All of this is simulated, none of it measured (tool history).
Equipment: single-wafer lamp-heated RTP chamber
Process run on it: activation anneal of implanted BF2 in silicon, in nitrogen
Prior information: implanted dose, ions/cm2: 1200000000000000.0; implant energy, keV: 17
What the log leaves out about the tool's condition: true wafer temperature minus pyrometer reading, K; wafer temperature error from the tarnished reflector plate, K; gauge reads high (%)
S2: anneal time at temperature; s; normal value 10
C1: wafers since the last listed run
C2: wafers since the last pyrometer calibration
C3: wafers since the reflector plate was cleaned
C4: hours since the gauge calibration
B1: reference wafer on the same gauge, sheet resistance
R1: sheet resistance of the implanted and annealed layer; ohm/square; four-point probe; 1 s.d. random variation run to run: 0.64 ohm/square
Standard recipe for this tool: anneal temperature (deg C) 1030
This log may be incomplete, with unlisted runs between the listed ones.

run 1 hour=0 | anneal_temperature_(deg_C)=1030 S2=10 | C1=0 C2=2950 C3=3931 C4=237.2 | B1=189.03 | R1=196.88
run 2 hour=39.3 | anneal_temperature_(deg_C)=1030 S2=10 | C1=667 C2=3617 C3=4598 C4=276.5 | B1=189.01 | R1=195.06
run 3 hour=90.1 | anneal_temperature_(deg_C)=1030 S2=12 | C1=862 C2=4480 C3=5460 C4=327.3 | B1=188.75 | R1=187.86
run 4 hour=126.2 | anneal_temperature_(deg_C)=1030 S2=12 | C1=612 C2=5093 C3=6073 C4=363.4 | B1=188.71 | R1=185.69
-- hour=155.7 reflector plate cleaned
run 5 hour=171 | anneal_temperature_(deg_C)=1030 S2=12 | C1=624 C2=5717 C3=260 C4=408.2 | B1=189.14 | R1=189.85
run 6 hour=241.3 | anneal_temperature_(deg_C)=1044 S2=10 | C1=1193 C2=6911 C3=1453 C4=478.5 | B1=189.21 | R1=176.98
-- hour=281.3 pyrometer window cleaned and pyrometer calibrated
run 7 hour=300.6 | anneal_temperature_(deg_C)=1044 S2=10 | C1=870 C2=327 C3=2324 C4=537.8 | B1=188.84 | R1=178.7
run 8 hour=356.8 | anneal_temperature_(deg_C)=1044 S2=10 | C1=954 C2=1281 C3=3278 C4=594 | B1=188.84 | R1=178.72
run 9 hour=419 | anneal_temperature_(deg_C)=1030 S2=10 | C1=1055 C2=2336 C3=4334 C4=656.2 | B1=189.04 | R1=194.78
run 10 hour=469.3 | anneal_temperature_(deg_C)=1030 S2=10 | C1=853 C2=3190 C3=5188 C4=706.5 | B1=189.18 | R1=194.06
run 11 hour=509.5 | anneal_temperature_(deg_C)=1030 S2=10 | C1=682 C2=3873 C3=5870 C4=746.7 | B1=188.96 | R1=192.44
run 12 hour=580.3 | anneal_temperature_(deg_C)=1030 S2=10 | C1=1201 C2=5075 C3=7072 C4=817.5 | B1=188.85 | R1=189.7
-- hour=637.2 reflector plate cleaned
run 13 hour=786.7 | anneal_temperature_(deg_C)=1030 S2=10 | C1=3367 C2=8442 C3=2537 C4=1023.9 | B1=189.25 | R1=190.09
-- hour=814.8 pyrometer window cleaned and pyrometer calibrated
run 14 hour=832.7 | anneal_temperature_(deg_C)=1030 S2=10 | C1=645 C2=304 C3=3182 C4=1069.9 | B1=189.16 | R1=196.55
run 15 hour=888.3 | anneal_temperature_(deg_C)=1011 S2=10 | C1=943 C2=1248 C3=4125 C4=1125.5 | B1=188.97 | R1=224.66
run 16 hour=952.8 | anneal_temperature_(deg_C)=1030 S2=14 | C1=1094 C2=2342 C3=5220 C4=1190 | B1=188.8 | R1=184.29
-- hour=968.5 gauge calibrated
run 17 hour=1011.1 | anneal_temperature_(deg_C)=1022 S2=9 | C1=989 C2=3332 C3=6210 C4=42.6 | B1=189.41 | R1=208.61
-- hour=1027.8 reflector plate cleaned
run 18 hour=1075 | anneal_temperature_(deg_C)=1055 S2=13 | C1=948 C2=4281 C3=801 C4=106.5 | B1=189.16 | R1=160.67
run 19 hour=1114 | anneal_temperature_(deg_C)=1055 S2=7 | C1=662 C2=4943 C3=1463 C4=145.5 | B1=188.86 | R1=177.84
run 20 hour=1152.8 | anneal_temperature_(deg_C)=1052 S2=10 | C1=658 C2=5602 C3=2122 C4=184.3 | B1=189.01 | R1=169.95
run 21 hour=1183.1 | anneal_temperature_(deg_C)=1030 S2=10 | C1=514 C2=6116 C3=2636 C4=214.6 | B1=189 | R1=195.55
run 22 hour=1207.6 | anneal_temperature_(deg_C)=1014 S2=7 | C1=415 C2=6532 C3=3052 C4=239.1 | B1=188.91 | R1=231.5
-- hour=1267.1 pyrometer window cleaned and pyrometer calibrated
run 23 hour=1267.6 | anneal_temperature_(deg_C)=1016 S2=14 | C1=882 C2=7 C3=3935 C4=299.1 | B1=189.21 | R1=205.05
run 24 hour=1296.7 | anneal_temperature_(deg_C)=1040 S2=7 | C1=493 C2=501 C3=4429 C4=328.2 | B1=188.88 | R1=194.89
run 25 hour=1325.5 | anneal_temperature_(deg_C)=1048 S2=8 | C1=488 C2=990 C3=4918 C4=357 | B1=189.24 | R1=178.87
run 26 hour=1370.8 | anneal_temperature_(deg_C)=1020 S2=10 | C1=768 C2=1759 C3=5687 C4=402.3 | B1=188.84 | R1=207.44
run 27 hour=1415.8 | anneal_temperature_(deg_C)=1030 S2=15 | C1=763 C2=2523 C3=6451 C4=447.3 | B1=189.2 | R1=180.08
-- hour=1459.4 reflector plate cleaned
run 28 hour=1468.4 | anneal_temperature_(deg_C)=1043 S2=10 | C1=757 C2=3280 C3=153 C4=499.9 | B1=188.95 | R1=181.02
run 29 hour=1525.3 | anneal_temperature_(deg_C)=1008 S2=5 | C1=965 C2=4246 C3=1118 C4=556.8 | B1=189.03 | R1=252.57
run 30 hour=1594.2 | anneal_temperature_(deg_C)=1056 S2=12 | C1=1169 C2=5416 C3=2288 C4=625.7 | B1=188.79 | R1=161.74
run 31 hour=1662.9 | anneal_temperature_(deg_C)=1020 S2=10 | C1=1166 C2=6582 C3=3454 C4=694.4 | B1=188.92 | R1=207.71
run 32 hour=1712.6 | anneal_temperature_(deg_C)=1013 S2=13 | C1=843 C2=7426 C3=4298 C4=744.1 | B1=189.1 | R1=206.66
-- hour=1781 pyrometer window cleaned and pyrometer calibrated
run 33 hour=1782.9 | anneal_temperature_(deg_C)=1050 S2=8 | C1=1057 C2=31 C3=5355 C4=814.4 | B1=189.1 | R1=177.94
run 34 hour=1808.2 | anneal_temperature_(deg_C)=1059 S2=12 | C1=429 C2=461 C3=5785 C4=839.7 | B1=188.94 | R1=158.7
run 35 hour=1848.7 | anneal_temperature_(deg_C)=1030 S2=10 | C1=687 C2=1148 C3=6472 C4=880.2 | B1=188.6 | R1=193.45

List, for all runs, the conditions of the tool that the log does not record:
gauge reads high (%): 0 on each run
H1: true wafer temperature minus pyrometer reading, K
H2: wafer temperature error from the tarnished reflector plate, K
run=1 H1=0.962 H2=1.89
run=2 H1=1.23 H2=2.45
run=3 H1=1.67 H2=3.29
run=4 H1=2.03 H2=3.98
run=5 H1=2.55 H2=0.667
run=6 H1=3.51 H2=0.861
run=7 H1=0.677 H2=1.23
run=8 H1=0.773 H2=1.77
run=9 H1=1.01 H2=2.55
run=10 H1=1.3 H2=3.35
run=11 H1=1.6 H2=4.08
run=12 H1=2.27 H2=5.58
run=13 H1=5.25 H2=1.22
run=14 H1=0.571 H2=1.66
run=15 H1=0.663 H2=2.34
run=16 H1=0.907 H2=3.33
run=17 H1=1.26 H2=4.43
run=18 H1=1.78 H2=0.302
run=19 H1=2.17 H2=0.444
run=20 H1=2.61 H2=0.668
run=21 H1=3 H2=0.9
run=22 H1=3.33 H2=1.12
run=23 H1=0.854 H2=1.81
run=24 H1=0.87 H2=2.22
run=25 H1=0.915 H2=2.66
run=26 H1=1.05 H2=3.45
run=27 H1=1.25 H2=4.35
run=28 H1=1.58 H2=0.239
run=29 H1=2.05 H2=0.356
run=30 H1=2.77 H2=0.733
run=31 H1=3.66 H2=1.37
run=32 H1=4.41 H2=1.99
run=33 H1=0.378 H2=3.09
run=34 H1=0.391 H2=3.56
run=35 H1=0.46 H2=4.38
